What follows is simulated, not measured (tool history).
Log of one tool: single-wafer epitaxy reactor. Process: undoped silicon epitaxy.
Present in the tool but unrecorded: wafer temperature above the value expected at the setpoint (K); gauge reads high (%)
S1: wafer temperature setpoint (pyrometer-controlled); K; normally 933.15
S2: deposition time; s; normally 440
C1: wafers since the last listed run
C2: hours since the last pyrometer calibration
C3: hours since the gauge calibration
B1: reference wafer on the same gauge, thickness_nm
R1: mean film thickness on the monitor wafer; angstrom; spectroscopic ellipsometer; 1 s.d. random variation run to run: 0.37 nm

run	hour	S1	S2	C1	C2	C3	B1	R1
1	0	933.15	417	0	1319.4	293.6	84.866	819.14
# hour 33.2: pyrometer calibrated
2	68.7	933.15	440	359	35.5	362.3	84.827	849.46
3	136.5	933.15	382	401	103.3	430.1	84.735	734.12
4	309.3	933.15	382	1022	276.1	602.9	84.939	740.87
5	378	933.15	382	406	344.8	671.6	84.822	742.79
6	445.6	926.15	502	399	412.4	739.2	84.992	822.6
7	482	926.15	440	215	448.8	775.6	84.842	725.28
8	517	926.15	440	207	483.8	810.6	84.833	719.99
9	557.7	933.15	509	240	524.5	851.3	84.865	982.24
# hour 620.1: gauge calibrated
10	771.4	933.15	509	1264	738.2	151.3	84.847	984.85
11	825.9	933.15	509	322	792.7	205.8	84.997	988.24
12	1000.3	933.15	440	1031	967.1	380.2	84.876	854.08
13	1046.4	933.15	440	272	1013.2	426.3	84.831	858.68
14	1073.5	923.15	479	160	1040.3	453.4	84.791	741.74
15	1127.7	942.15	510	320	1094.5	507.6	84.982	1212.31
16	1185.4	933.15	440	341	1152.2	565.3	85.031	852.68
17	1240.5	928.15	509	325	1207.3	620.4	84.882	879.9
18	1286.7	926.15	509	273	1253.5	666.6	84.748	844.22
# hour 1319.4: pyrometer calibrated
19	1319.9	933.15	440	149	0.5	699.8	84.934	845.46
20	1452.4	933.15	440	783	133	832.3	84.924	847.48
21	1499.5	943.15	519	278	180.1	879.4	84.82	1261.29
22	1534.5	941.15	503	207	215.1	914.4	84.827	1165.47
# hour 1536.7: gauge calibrated
23	1569.5	933.15	440	207	250.1	32.8	84.762	849.57
24	1629.1	933.15	440	352	309.7	92.4	84.771	850.08
25	1664.3	941.15	411	208	344.9	127.6	84.891	951.38
26	1782.9	933.15	509	701	463.5	246.2	84.995	990.65
27	1840	933.15	527	337	520.6	303.3	85.005	1020.45

For some of the steps in R1 from one run to the next: how much would appear even if the tool had no hidden state, given the settings, what came in and random variation, and how much remains for the hidden state plus any gauge scatter that the measured result and the result without hidden state don't share?
Run 1 -> 2: S2 417 -> 440, pyrometer calibrated. R1 +30.32 angstrom: hidden state -13.71, all else +44.03.
Run 14 -> 15: S1 923.15 -> 942.15, S2 479 -> 510. R1 +470.57 angstrom: hidden state +6.71, all else +463.86.
Run 18 -> 19: S1 926.15 -> 933.15, S2 509 -> 440, pyrometer calibrated. R1 +1.24 angstrom: hidden state -14.77, all else +16.01.
Run 20 -> 21: S1 933.15 -> 943.15, S2 440 -> 519. R1 +413.81 angstrom: hidden state +2.93, all else +410.88.
